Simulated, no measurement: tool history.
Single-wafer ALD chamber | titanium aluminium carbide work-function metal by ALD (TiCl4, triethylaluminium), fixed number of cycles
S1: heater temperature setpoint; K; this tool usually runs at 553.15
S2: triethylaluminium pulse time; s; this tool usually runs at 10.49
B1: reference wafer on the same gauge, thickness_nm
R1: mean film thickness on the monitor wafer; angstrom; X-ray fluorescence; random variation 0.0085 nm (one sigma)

run 1 hour=0.0 | S1=543.15 S2=10.49 | B1=1.332 | R1=15.64
run 2 hour=51.3 | S1=543.15 S2=10.49 | B1=1.330 | R1=15.68
run 3 hour=117.2 | S1=553.15 S2=10.49 | B1=1.328 | R1=16.37
run 4 hour=178.2 | S1=553.15 S2=10.49 | B1=1.332 | R1=16.44
run 5 hour=249.8 | S1=553.15 S2=10.49 | B1=1.330 | R1=16.52
run 6 hour=274.4 | S1=553.15 S2=10.49 | B1=1.330 | R1=16.53
run 7 hour=330.7 | S1=553.15 S2=10.49 | B1=1.330 | R1=16.47
run 8 hour=398.6 | S1=553.15 S2=10.49 | B1=1.330 | R1=16.33
run 9 hour=441.3 | S1=553.15 S2=10.49 | B1=1.328 | R1=16.50
run 10 hour=618.4 | S1=553.15 S2=10.49 | B1=1.331 | R1=16.47
run 11 hour=649.3 | S1=553.15 S2=13.80 | B1=1.329 | R1=16.62
run 12 hour=716.1 | S1=553.15 S2=13.80 | B1=1.329 | R1=16.71
-- hour=749.9 thermocouple changed; heater temperature recalibrated
run 13 hour=752.9 | S1=558.15 S2=10.49 | B1=1.331 | R1=17.01
run 14 hour=793.3 | S1=553.15 S2=10.49 | B1=1.330 | R1=16.84
-- hour=815.8 showerhead replaced
run 15 hour=843.9 | S1=553.15 S2=8.32 | B1=1.329 | R1=16.63

What does the tool deliver on the next run?
-- hour=869.7 triethylaluminium bottle replaced
run 16 hour=899.0 | S1=566.15 S2=10.49 | B1=? | R1=?

{"run 16": {"B1": 1.33, "R1": 17.94}}
With no hidden state in the tool, this same run would have given R1 17.36 angstrom.
